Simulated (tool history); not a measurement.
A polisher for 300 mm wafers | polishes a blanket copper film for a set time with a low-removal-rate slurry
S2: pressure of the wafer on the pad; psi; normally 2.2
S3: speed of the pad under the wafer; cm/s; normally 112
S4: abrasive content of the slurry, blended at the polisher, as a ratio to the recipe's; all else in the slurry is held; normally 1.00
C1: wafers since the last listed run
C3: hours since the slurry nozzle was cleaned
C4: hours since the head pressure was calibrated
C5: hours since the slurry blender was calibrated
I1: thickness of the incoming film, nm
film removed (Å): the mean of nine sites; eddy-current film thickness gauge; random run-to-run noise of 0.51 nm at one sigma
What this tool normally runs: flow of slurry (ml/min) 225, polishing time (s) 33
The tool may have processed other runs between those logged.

Run 1, hour 0.0: usual settings; C1 0; wafers polished on this pad 145; C3 160.5; C4 1235.9; C5 296.4; I1 1109.3. Result: film removed (Å) 766.
At hour 13.4: slurry blender recalibrated.
Run 2, hour 35.5: usual settings; C1 349; wafers polished on this pad 494; C3 196.0; C4 1271.4; C5 22.1; I1 1105.9. Result: film removed (Å) 748.
Run 3, hour 66.9: usual settings; C1 327; wafers polished on this pad 822; C3 227.4; C4 1302.8; C5 53.5; I1 1101.3. Result: film removed (Å) 745.
Run 4, hour 86.1: usual settings; C1 200; wafers polished on this pad 1023; C3 246.6; C4 1322.0; C5 72.7; I1 1082.2. Result: film removed (Å) 753.
Run 5, hour 101.7: usual settings but S3 138 cm/s; C1 162; wafers polished on this pad 1185; C3 262.2; C4 1337.6; C5 88.3; I1 1087.2. Result: film removed (Å) 925.
At hour 107.9: slurry nozzle cleaned.
Run 6, hour 199.1: usual settings but polishing time (s) 40; C1 1006; wafers polished on this pad 2192; C3 91.2; C4 1435.0; C5 185.7; I1 1095.9. Result: film removed (Å) 936.
Run 7, hour 225.1: usual settings but polishing time (s) 40; C1 271; wafers polished on this pad 2463; C3 117.2; C4 1461.0; C5 211.7; I1 1094.0. Result: film removed (Å) 928.
At hour 237.4: head pressure recalibrated.
Run 8, hour 256.4: usual settings but polishing time (s) 40; C1 305; wafers polished on this pad 2769; C3 148.5; C4 19.0; C5 243.0; I1 1082.3. Result: film removed (Å) 917.
At hour 263.5: slurry blender recalibrated.
At hour 280.2: worn pad replaced by a new one.
Run 9, hour 321.5: usual settings; C1 617; wafers polished on this pad 431; C3 213.6; C4 84.1; C5 58.0; I1 1090.0. Result: film removed (Å) 758.
Run 10, hour 352.5: usual settings but S2 1.6 psi; C1 323; wafers polished on this pad 755; C3 244.6; C4 115.1; C5 89.0; I1 1103.4. Result: film removed (Å) 606.
At hour 383.0: slurry nozzle cleaned.
Run 11, hour 383.5: usual settings; C1 313; wafers polished on this pad 1068; C3 0.5; C4 146.1; C5 120.0; I1 1124.4. Result: film removed (Å) 793.
Run 12, hour 403.0: usual settings; C1 203; wafers polished on this pad 1272; C3 20.0; C4 165.6; C5 139.5; I1 1111.0. Result: film removed (Å) 794.
Run 13, hour 437.3: usual settings but S2 1.5 psi, S4 0.75; C1 358; wafers polished on this pad 1630; C3 54.3; C4 199.9; C5 173.8; I1 1106.4. Result: film removed (Å) 566.
Run 14, hour 468.0: usual settings; C1 320; wafers polished on this pad 1950; C3 85.0; C4 230.6; C5 204.5; I1 1091.8. Result: film removed (Å) 763.
Run 15, hour 500.5: usual settings but S2 3.0 psi, S3 78 cm/s, S4 0.80, polishing time (s) 39; C1 339; wafers polished on this pad 2289; C3 117.5; C4 263.1; C5 237.0; I1 1106.4. Result: film removed (Å) 751.
Run 16, hour 531.6: usual settings but flow of slurry (ml/min) 145, S2 2.7 psi, S3 72 cm/s, polishing time (s) 44; C1 324; wafers polished on this pad 2614; C3 148.6; C4 294.2; C5 268.1; I1 1102.3. Result: film removed (Å) 680.
At hour 539.5: slurry blender recalibrated.
Run 17, hour 558.0: usual settings but flow of slurry (ml/min) 190, S2 1.4 psi, S3 146 cm/s, S4 1.20; C1 254; wafers polished on this pad 2869; C3 175.0; C4 320.6; C5 18.5; I1 1091.9. Result: film removed (Å) 731.
At hour 567.5: worn pad replaced by a new one.
At hour 625.5: slurry nozzle cleaned.
Run 18, hour 642.4: usual settings but flow of slurry (ml/min) 200, S2 1.9 psi, S4 0.85; C1 828; wafers polished on this pad 771; C3 16.9; C4 405.0; C5 102.9; I1 1104.0. Result: film removed (Å) 675.
Run 19, hour 675.1: usual settings; C1 341; wafers polished on this pad 1113; C3 49.6; C4 437.7; C5 135.6; I1 1091.7. Result: film removed (Å) 772.
Run 20, hour 703.3: usual settings but flow of slurry (ml/min) 280, S4 1.30, polishing time (s) 30; C1 294; wafers polished on this pad 1407; C3 77.8; C4 465.9; C5 163.8; I1 1091.5. Result: film removed (Å) 767.
Run 21, hour 722.7: usual settings but S3 78 cm/s; C1 202; wafers polished on this pad 1610; C3 97.2; C4 485.3; C5 183.2; I1 1089.9. Result: film removed (Å) 538.
Run 22, hour 747.7: usual settings but flow of slurry (ml/min) 290, S3 86 cm/s, S4 0.80, polishing time (s) 25; C1 261; wafers polished on this pad 1871; C3 122.2; C4 510.3; C5 208.2; I1 1114.3. Result: film removed (Å) 438.
Run 23, hour 778.4: usual settings; C1 320; wafers polished on this pad 2191; C3 152.9; C4 541.0; C5 238.9; I1 1083.1. Result: film removed (Å) 759.
At hour 801.9: slurry blender recalibrated.
Run 24, hour 834.7: usual settings but flow of slurry (ml/min) 285, S3 84 cm/s, S4 0.85; C1 566; wafers polished on this pad 2758; C3 209.2; C4 597.3; C5 32.8; I1 1085.2. Result: film removed (Å) 562.
At hour 861.7: worn pad replaced by a new one.
Run 25, hour 870.0: usual settings but S2 1.7 psi, S4 1.15; C1 326; wafers polished on this pad 86; C3 244.5; C4 632.6; C5 68.1; I1 1088.0. Result: film removed (Å) 641.
Run 26, hour 900.8: usual settings but flow of slurry (ml/min) 270, S3 132 cm/s, S4 0.85; C1 321; wafers polished on this pad 408; C3 275.3; C4 663.4; C5 98.9; I1 1091.9. Result: film removed (Å) 869.
At hour 908.4: slurry nozzle cleaned.
Run 27, hour 920.5: usual settings but flow of slurry (ml/min) 280, S4 0.75; C1 195; wafers polished on this pad 603; C3 12.1; C4 683.1; C5 118.6; I1 1089.1. Result: film removed (Å) 755.
Run 28, hour 950.2: usual settings but flow of slurry (ml/min) 150; C1 310; wafers polished on this pad 913; C3 41.8; C4 712.8; C5 148.3; I1 1100.5. Result: film removed (Å) 730.
Run 29, hour 968.8: usual settings but S4 0.75, polishing time (s) 40; C1 194; wafers polished on this pad 1107; C3 60.4; C4 731.4; C5 166.9; I1 1103.4. Result: film removed (Å) 884.
Run 30, hour 991.6: usual settings but S4 0.75; C1 238; wafers polished on this pad 1345; C3 83.2; C4 754.2; C5 189.7; I1 1094.5. Result: film removed (Å) 725.

Below are 4 alternative next runs, each starting from the tool's condition after run 30. Predict each:
Run A, hour 992.0: usual settings; C1 4; wafers polished on this pad 1350; C3 83.6; C4 754.6; C5 190.1; I1 1098.1. Result: film removed (Å) ?.
Run B, hour 992.0: usual settings but flow of slurry (ml/min) 300, S2 1.6 psi, polishing time (s) 44; C1 4; wafers polished on this pad 1350; C3 83.6; C4 754.6; C5 190.1; I1 1098.1. Result: film removed (Å) ?.
Run C, hour 992.0: usual settings but flow of slurry (ml/min) 190; C1 4; wafers polished on this pad 1350; C3 83.6; C4 754.6; C5 190.1; I1 1098.1. Result: film removed (Å) ?.
Run D, hour 992.0: usual settings but S2 2.4 psi; C1 4; wafers polished on this pad 1350; C3 83.6; C4 754.6; C5 190.1; I1 1098.1. Result: film removed (Å) ?.

run  film removed (Å)
  A               767
  B               860
  C               743
  D               816
Stripped of hidden state, with their random variation kept, the same runs would have yielded:
run  film removed (Å)
  A               797
  B               886
  C               778
  D               848
